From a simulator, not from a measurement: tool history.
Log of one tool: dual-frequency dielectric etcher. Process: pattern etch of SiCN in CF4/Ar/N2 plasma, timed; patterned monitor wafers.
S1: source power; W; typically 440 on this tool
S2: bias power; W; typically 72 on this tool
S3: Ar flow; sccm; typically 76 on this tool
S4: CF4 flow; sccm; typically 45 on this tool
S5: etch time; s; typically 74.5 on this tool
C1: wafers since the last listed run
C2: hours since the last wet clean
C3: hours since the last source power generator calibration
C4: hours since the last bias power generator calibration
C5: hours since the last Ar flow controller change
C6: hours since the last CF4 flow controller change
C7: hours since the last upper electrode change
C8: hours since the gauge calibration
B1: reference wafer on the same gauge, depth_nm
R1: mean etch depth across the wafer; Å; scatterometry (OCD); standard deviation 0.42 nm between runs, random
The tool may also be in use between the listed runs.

run     day   S1  S2  S3  S4    S5   C1     C2      C3      C4      C5      C6      C7     C8    B1   R1
  1   0.000  440  72  76  45  74.5    0  221.0  3425.8  2613.6  2368.7  4800.3  6270.9  596.7  57.4  636
      0.983  -- Ar flow controller replaced
      1.088  -- source power generator calibrated
  2   1.108  440  72  76  45  74.5  263  247.6     0.5  2640.2     3.0  4826.9  6297.5  623.3  57.3  633
      1.471  -- gauge calibrated
  3   2.021  440  72  76  45  74.5  320  269.5    22.4  2662.1    24.9  4848.8  6319.4   13.2  57.3  636
  4   2.562  440  89  76  50  74.5  190  282.5    35.4  2675.1    37.9  4861.8  6332.4   26.2  57.3  701
  5   3.854  440  72  76  45  74.5  453  313.5    66.4  2706.1    68.9  4892.8  6363.4   57.2  57.4  647
  6   5.858  370  72  76  45  60.0  703  361.6   114.5  2754.2   117.0  4940.9  6411.5  105.3  57.2  432
  7   6.950  440  72  76  45  74.5  383  387.8   140.7  2780.4   143.2  4967.1  6437.7  131.5  57.2  651
  8   8.067  440  72  76  45  74.5  392  414.6   167.5  2807.2   170.0  4993.9  6464.5  158.3  57.2  646
      8.425  -- bias power generator calibrated
  9   9.162  440  72  76  45  74.5  326  440.9   193.8    17.7   196.3  5020.2  6490.8  184.6  57.2  645
     10.367  -- upper electrode replaced, of another model than before
 10  10.388  440  72  76  48  74.5   79  470.3   223.2    47.1   225.7  5049.6     0.5  214.0  57.3  656
 11  10.996  440  72  76  45  96.0  213  484.9   237.8    61.7   240.3  5064.2    15.1  228.6  57.3  844
 12  12.354  440  72  76  45  74.5  477  517.5   270.4    94.3   272.9  5096.8    47.7  261.2  57.3  657
     12.721  -- CF4 flow controller replaced
     13.971  -- wet clean of the chamber
 13  13.992  510  72  76  45  53.5  136    0.5   309.7   133.6   312.2    30.5    87.0  300.5  57.3  498
 14  14.392  440  72  76  45  74.5  140   10.1   319.3   143.2   321.8    40.1    96.6  310.1  57.2  637
 15  15.088  530  72  64  55  85.5  244   26.8   336.0   159.9   338.5    56.8   113.3  326.8  57.4  862
 16  17.596  440  72  76  45  74.5  881   87.0   396.2   220.1   398.7   117.0   173.5  387.0  57.3  648
 17  18.925  350  72  93  35  57.0  466  118.9   428.1   252.0   430.6   148.9   205.4  418.9  57.3  395
 18  20.146  350  72  76  45  74.5  428  148.2   457.4   281.3   459.9   178.2   234.7  448.2  57.2  563
 19  20.971  500  72  76  45  74.5  289  168.0   477.2   301.1   479.7   198.0   254.5  468.0  57.3  685
 20  22.279  500  72  66  49  74.5  459  199.4   508.6   332.5   511.1   229.4   285.9  499.4  57.3  710
 21  23.108  390  61  76  42  74.5  291  219.3   528.5   352.4   531.0   249.3   305.8  519.3  57.3  545

What would each run have given without the hidden state, its run-to-run variation left as it was?
What the log doesn't record here: etch rate over this chamber's usual, %; source power that arrives over what is set, %; bias power that arrives over what is set, %; Ar flow that arrives over what is set, %; CF4 flow that arrives over what is set, %; gauge reads high (%).
run   R1
  1  628
  2  624
  3  627
  4  690
  5  634
  6  422
  7  635
  8  629
  9  627
 10  635
 11  817
 12  634
 13  497
 14  635
 15  857
 16  641
 17  390
 18  555
 19  674
 20  697
 21  534
